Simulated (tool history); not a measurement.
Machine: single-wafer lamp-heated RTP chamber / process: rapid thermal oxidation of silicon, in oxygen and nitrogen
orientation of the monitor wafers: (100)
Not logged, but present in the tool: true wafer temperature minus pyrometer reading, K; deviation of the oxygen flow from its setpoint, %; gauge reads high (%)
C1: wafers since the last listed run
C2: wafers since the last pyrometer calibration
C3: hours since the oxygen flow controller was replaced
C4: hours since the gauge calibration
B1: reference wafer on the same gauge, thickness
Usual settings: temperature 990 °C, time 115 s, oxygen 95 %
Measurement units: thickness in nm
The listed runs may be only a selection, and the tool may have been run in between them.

Run 1, hour 0: usual settings; C1 0; C2 3567; C3 2741.8; C4 19; B1 5.657. Result: thickness 6.821 nm.
Run 2, hour 21.9: usual settings; C1 110; C2 3678; C3 2763.7; C4 40.9; B1 5.67. Result: thickness 6.835 nm.
Run 3, hour 46.3: usual settings; C1 123; C2 3801; C3 2788.1; C4 65.3; B1 5.674. Result: thickness 6.837 nm.
Run 4, hour 79: usual settings; C1 165; C2 3966; C3 2820.8; C4 98; B1 5.677. Result: thickness 6.842 nm.
Run 5, hour 91.3: usual settings; C1 62; C2 4028; C3 2833.1; C4 110.3; B1 5.676. Result: thickness 6.834 nm.
Run 6, hour 107.7: usual settings; C1 82; C2 4111; C3 2849.5; C4 126.7; B1 5.687. Result: thickness 6.886 nm.
Run 7, hour 126.6: usual settings; C1 95; C2 4206; C3 2868.4; C4 145.6; B1 5.684. Result: thickness 6.844 nm.

Run 8 has not been measured yet. What should we expect?
Run 8, hour 147.6: usual settings but oxygen 81 %; C1 105; C2 4312; C3 2889.4; C4 166.6; B1 ?. Result: thickness ?.

B1: 5.69
thickness: 6.498 nm
On a tool with no hidden condition, and with the same random variation, this run would have come out at thickness 6.46 nm.
